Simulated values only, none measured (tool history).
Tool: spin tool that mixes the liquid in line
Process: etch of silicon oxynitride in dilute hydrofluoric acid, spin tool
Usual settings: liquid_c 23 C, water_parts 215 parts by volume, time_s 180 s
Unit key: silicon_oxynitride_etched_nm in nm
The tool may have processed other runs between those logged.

run    hour  liquid_c  water_parts  time_s  wafers since the last listed run  hours since the thermometer was replaced  hours since the hydrofluoric acid flow meter was replaced  hours since the gauge calibration  read-back film thickness of the silicon oxynitride reference wafer, read on the same gauge (nm)  silicon_oxynitride_etched_nm
  1       0        23          215     180                                 0                                    1858.8                                                       71.9                              491.6                                                                                          119.999                         2.251
  2    30.6        23          215     180                               278                                    1889.4                                                      102.5                              522.2                                                                                          120.006                         2.253
  3      63        23          215     180                               294                                    1921.8                                                      134.9                              554.6                                                                                          120.021                         2.228
  4   114.2        23          215     180                               465                                      1973                                                      186.1                              605.8                                                                                          119.993                         2.271
  5   149.5        23          215     180                               321                                    2008.3                                                      221.4                              641.1                                                                                          119.975                         2.247
  6   198.3        23          215     180                               443                                    2057.1                                                      270.2                              689.9                                                                                          119.997                         2.273
  7   267.5        23          215     180                               629                                    2126.3                                                      339.4                              759.1                                                                                          119.983                          2.28
  8   338.7        23          215     180                               647                                    2197.5                                                      410.6                              830.3                                                                                          119.996                         2.223
  9   388.2        23          215     180                               450                                      2247                                                      460.1                              879.8                                                                                              120                          2.26
 10   455.1        23          215     180                               608                                    2313.9                                                        527                              946.7                                                                                          119.987                         2.247
      505.6  -- thermometer replaced
 11   526.1        23          215     180                               636                                      20.5                                                        598                             1017.7                                                                                          119.999                         2.255
 12   572.5        23          215     205                               422                                      66.9                                                      644.4                             1064.1                                                                                          120.004                         2.563
 13   600.3        23          215     180                               252                                      94.7                                                      672.2                             1091.9                                                                                          119.995                         2.285
 14   646.6      20.5          215     180                               421                                       141                                                      718.5                             1138.2                                                                                          119.993                          2.01
      675.8  -- hydrofluoric acid flow meter replaced
 15   707.8      20.5          215     180                               547                                     202.2                                                         32                             1199.4                                                                                          120.023                         1.998
 16     753      20.5          215     180                               411                                     247.4                                                       77.2                             1244.6                                                                                          120.007                         2.013
 17   801.1        23          215     100                               437                                     295.5                                                      125.3                             1292.7                                                                                          119.998                         1.259
 18     849        23          215     180                               435                                     343.4                                                      173.2                             1340.6                                                                                          119.986                         2.261
 19   881.6        23          115     180                               296                                       376                                                      205.8                             1373.2                                                                                          120.002                         4.626
 20   917.3        23          215     135                               324                                     411.7                                                      241.5                             1408.9                                                                                          119.995                         1.675
 21   962.9      26.5          215     180                               414                                     457.3                                                      287.1                             1454.5                                                                                          120.016                         2.603
 22   989.5        23          215      70                               241                                     483.9                                                      313.7                             1481.1                                                                                          120.005                         0.905
 23  1093.1        23          215     270                               942                                     587.5                                                      417.3                             1584.7                                                                                          120.003                         3.387
     1131.2  -- gauge calibrated
 24    1149        23          215     180                               508                                     643.4                                                      473.2                               17.8                                                                                           119.98                         2.232
 25  1176.4        23          215     180                               249                                     670.8                                                      500.6                               45.2                                                                                          120.005                         2.259
 26  1237.8        21          145     230                               558                                     732.2                                                        562                              106.6                                                                                           119.99                          4.15
 27  1371.3        23          125     150                              1214                                     865.7                                                      695.5                              240.1                                                                                          119.994                         3.519
 28  1404.1      24.5          130     180                               298                                     898.5                                                      728.3                              272.9                                                                                          120.003                          4.16
       1440  -- hydrofluoric acid flow meter replaced
 29    1443        23          110     125                               344                                     937.4                                                          3                              311.8                                                                                          120.008                         3.344
 30  1488.2        23          215     180                               411                                     982.6                                                       48.2                                357                                                                                          119.981                         2.284
 31  1524.9      18.5          245     105                               333                                    1019.3                                                       84.9                              393.7                                                                                          119.989                         0.916
 32  1573.4      27.5          290     180                               441                                    1067.8                                                      133.4                              442.2                                                                                          119.975                         1.863
 33  1634.8      27.5          160     285                               558                                    1129.2                                                      194.8                              503.6                                                                                          119.998                         6.122
 34    1699        23          215     180                               583                                    1193.4                                                        259                              567.8                                                                                          119.993                         2.226

Here are 3 independent what-if runs from the current tool condition. What would each one return?
  A  1699.5        23          215     180                                 4                                    1193.9                                                      259.5                              568.3                                                                                                ?                             ?
  B  1699.5      24.5          305     130                                 4                                    1193.9                                                      259.5                              568.3                                                                                                ?                             ?
  C  1699.5        23          285     220                                 4                                    1193.9                                                      259.5                              568.3                                                                                                ?                             ?

run  read-back film thickness of the silicon oxynitride reference wafer, read on the same gauge (nm)  silicon_oxynitride_etched_nm
  A                                                                                          119.995                         2.227
  B                                                                                          119.995                         1.136
  C                                                                                          119.995                         1.956
The same runs, with their run-to-run variation unchanged, on a tool lacking any hidden condition would have given:
run  silicon_oxynitride_etched_nm
  A                         2.227
  B                         1.136
  C                         1.956

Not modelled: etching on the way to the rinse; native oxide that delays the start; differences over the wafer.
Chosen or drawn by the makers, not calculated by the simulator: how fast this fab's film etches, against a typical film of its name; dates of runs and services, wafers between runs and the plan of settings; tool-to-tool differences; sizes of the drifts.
